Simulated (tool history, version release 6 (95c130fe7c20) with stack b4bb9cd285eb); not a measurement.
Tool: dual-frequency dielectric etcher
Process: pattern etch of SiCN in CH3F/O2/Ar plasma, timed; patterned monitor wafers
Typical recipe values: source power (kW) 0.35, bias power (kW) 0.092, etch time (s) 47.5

| run | hour | source power (kW) | bias power (kW) | etch time (s) | read-back reference wafer on the same gauge, depth_nm | mean etch depth across the wafer (nm) |
|---|---|---|---|---|---|---|
| 1 | 0 | 0.35 | 0.092 | 47.5 | 16.92 | 18.84 |
|  | 10 | source power generator calibrated |
| 2 | 13.9 | 0.35 | 0.092 | 47.5 | 16.9 | 18.77 |
| 3 | 23.1 | 0.35 | 0.106 | 47.5 | 16.91 | 20.22 |
| 4 | 32.7 | 0.35 | 0.11 | 47.5 | 16.9 | 20.64 |
|  | 57.5 | upper electrode replaced |
| 5 | 58 | 0.35 | 0.11 | 47.5 | 16.91 | 20.67 |
| 6 | 58.3 | 0.35 | 0.11 | 47.5 | 16.91 | 20.77 |
| 7 | 61.5 | 0.35 | 0.092 | 47.5 | 16.92 | 18.77 |
| 8 | 68.9 | 0.27 | 0.082 | 47.5 | 16.89 | 16.86 |
| 9 | 83.6 | 0.3 | 0.072 | 47.5 | 16.89 | 15.99 |
|  | 89 | gauge calibrated |
| 10 | 98.8 | 0.31 | 0.092 | 47.5 | 16.9 | 18.33 |
| 11 | 111.2 | 0.26 | 0.092 | 57.5 | 16.91 | 21.56 |
| 12 | 124.9 | 0.35 | 0.109 | 47.5 | 16.9 | 20.59 |
|  | 149.3 | wet clean of the chamber |
| 13 | 149.8 | 0.35 | 0.092 | 47.5 | 16.89 | 18.37 |
| 14 | 179.1 | 0.43 | 0.075 | 35 | 16.9 | 12.63 |
| 15 | 200.8 | 0.35 | 0.092 | 47.5 | 16.89 | 18.32 |
| 16 | 215.3 | 0.32 | 0.078 | 59.5 | 16.9 | 20.64 |
| 17 | 229.9 | 0.4 | 0.081 | 52 | 16.88 | 19.12 |
| 18 | 236.8 | 0.35 | 0.092 | 52 | 16.9 | 20 |
| 19 | 253.4 | 0.42 | 0.101 | 47.5 | 16.89 | 19.83 |
| 20 | 260.3 | 0.35 | 0.105 | 51.5 | 16.91 | 21.14 |
|  | 287.7 | wet clean of the chamber, repeated, since the last time left the tool worse |
| 21 | 288.2 | 0.35 | 0.092 | 47.5 | 16.9 | 19.18 |
| 22 | 288.5 | 0.35 | 0.083 | 42.5 | 16.92 | 16.36 |
| 23 | 297.3 | 0.28 | 0.075 | 58.5 | 16.9 | 20.4 |
| 24 | 309 | 0.31 | 0.107 | 57 | 16.9 | 24.37 |
| 25 | 324.4 | 0.32 | 0.092 | 47.5 | 16.9 | 18.94 |
| 26 | 342 | 0.32 | 0.092 | 47.5 | 16.91 | 18.82 |
| 27 | 353.4 | 0.35 | 0.092 | 47.5 | 16.88 | 19.21 |
| 28 | 361.5 | 0.35 | 0.11 | 47.5 | 16.91 | 21.12 |
| 29 | 373.9 | 0.3 | 0.072 | 47.5 | 16.91 | 16.3 |
| 30 | 383.5 | 0.26 | 0.104 | 56 | 16.91 | 22.75 |

What the log doesn't show, run by run:
source power that arrives over what is set, %: 0 at every run
bias power that arrives over what is set, %: 0 at every run
gauge reads high (%): 0 at every run
H1: etch rate over this chamber's usual, %
| run | H1 |
|---|---|
| 1 | -1.89 |
| 2 | -1.94 |
| 3 | -1.97 |
| 4 | -2.01 |
| 5 | -2.11 |
| 6 | -2.11 |
| 7 | -2.12 |
| 8 | -2.15 |
| 9 | -2.21 |
| 10 | -2.26 |
| 11 | -2.31 |
| 12 | -2.36 |
| 13 | -4.55 |
| 14 | -4.66 |
| 15 | -4.74 |
| 16 | -4.8 |
| 17 | -4.86 |
| 18 | -4.88 |
| 19 | -4.95 |
| 20 | -4.97 |
| 21 | 0.253 |
| 22 | 0.252 |
| 23 | 0.218 |
| 24 | 0.173 |
| 25 | 0.114 |
| 26 | 0.0468 |
| 27 | 0.00315 |
| 28 | -0.0279 |
| 29 | -0.0754 |
| 30 | -0.112 |
